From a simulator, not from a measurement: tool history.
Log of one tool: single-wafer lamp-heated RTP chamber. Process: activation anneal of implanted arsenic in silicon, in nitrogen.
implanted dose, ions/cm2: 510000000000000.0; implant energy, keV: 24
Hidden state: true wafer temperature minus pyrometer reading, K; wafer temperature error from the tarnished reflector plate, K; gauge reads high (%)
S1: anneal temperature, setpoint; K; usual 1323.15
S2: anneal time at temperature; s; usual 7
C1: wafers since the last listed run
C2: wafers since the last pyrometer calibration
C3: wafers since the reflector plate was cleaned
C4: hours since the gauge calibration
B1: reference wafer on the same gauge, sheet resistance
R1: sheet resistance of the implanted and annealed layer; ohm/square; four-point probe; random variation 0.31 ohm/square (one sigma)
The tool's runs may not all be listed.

run	hour	S1	S2	C1	C2	C3	C4	B1	R1
1	0.0	1323.15	5	0	5557	5452	548.0	175.92	209.14
# hour 21.5: pyrometer window cleaned and pyrometer calibrated
2	60.1	1313.15	7	822	609	6274	608.1	176.04	209.18
3	86.9	1336.15	6	422	1032	6696	634.9	176.07	206.70
4	149.5	1336.15	6	987	2020	7684	697.5	176.01	206.34
5	180.9	1336.15	6	495	2515	8180	728.9	175.92	206.48
# hour 217.8: reflector plate cleaned
6	220.3	1301.15	8	495	3010	39	768.3	176.01	209.25
7	386.6	1301.15	8	2623	5634	2663	934.6	175.99	208.21
8	428.6	1301.15	8	662	6297	3326	976.6	175.98	208.19
9	483.5	1323.15	7	866	7163	4192	1031.5	175.94	206.95
# hour 502.1: pyrometer window cleaned and pyrometer calibrated
10	526.1	1323.15	7	545	378	4738	1074.1	175.97	207.85
11	568.2	1329.15	9	664	1042	5402	1116.2	176.00	205.57
12	617.0	1329.15	9	769	1812	6172	1165.0	176.00	205.40
13	650.4	1323.15	7	526	2339	6699	1198.4	175.97	207.05
14	677.5	1323.15	7	427	2767	7126	1225.5	176.04	207.40
15	740.9	1323.15	7	1000	3767	8127	1288.9	176.08	207.08
# hour 756.6: reflector plate cleaned
16	768.7	1323.15	7	312	4079	191	1316.7	176.03	207.23
17	825.0	1301.15	8	888	4968	1079	1373.0	176.00	209.20
18	860.6	1297.15	7	561	5529	1641	1408.6	175.88	209.96
19	889.4	1323.15	7	454	5984	2095	1437.4	175.88	206.56
# hour 946.4: pyrometer window cleaned and pyrometer calibrated
# hour 960.3: gauge calibrated
20	982.1	1309.15	7	1336	563	3432	21.8	175.99	210.26
21	1041.7	1311.15	10	940	1504	4372	81.4	176.02	207.25
22	1098.2	1323.15	10	891	2395	5264	137.9	175.97	205.57
# hour 1242.2: reflector plate cleaned
23	1307.6	1323.15	11	3177	5573	1032	347.3	176.00	203.92
24	1354.0	1340.15	10	732	6305	1764	393.7	176.01	202.69
# hour 1422.2: pyrometer window cleaned and pyrometer calibrated
25	1460.1	1305.15	7	1547	597	3312	499.8	175.95	210.07
26	1523.0	1315.15	5	992	1589	4304	562.7	176.03	209.69
27	1567.5	1352.15	11	702	2291	5007	607.2	175.98	200.04
28	1596.6	1336.15	4	459	2751	5466	636.3	176.11	208.46
29	1650.0	1323.15	7	842	3593	6308	689.7	176.02	206.63
30	1690.1	1309.15	9	632	4226	6941	729.8	176.01	207.84

Forecast each of these 3 alternatives for the next run:
A	1690.5	1323.15	7	6	4232	6947	730.2	?	?
B	1690.5	1337.15	3	6	4232	6947	730.2	?	?
C	1690.5	1341.15	9	6	4232	6947	730.2	?	?

run	B1	R1
A	176.06	206.46
B	176.06	209.39
C	176.06	202.50
Without the tool's hidden state the same runs would have given:
run	R1
A	207.92
B	210.73
C	204.18
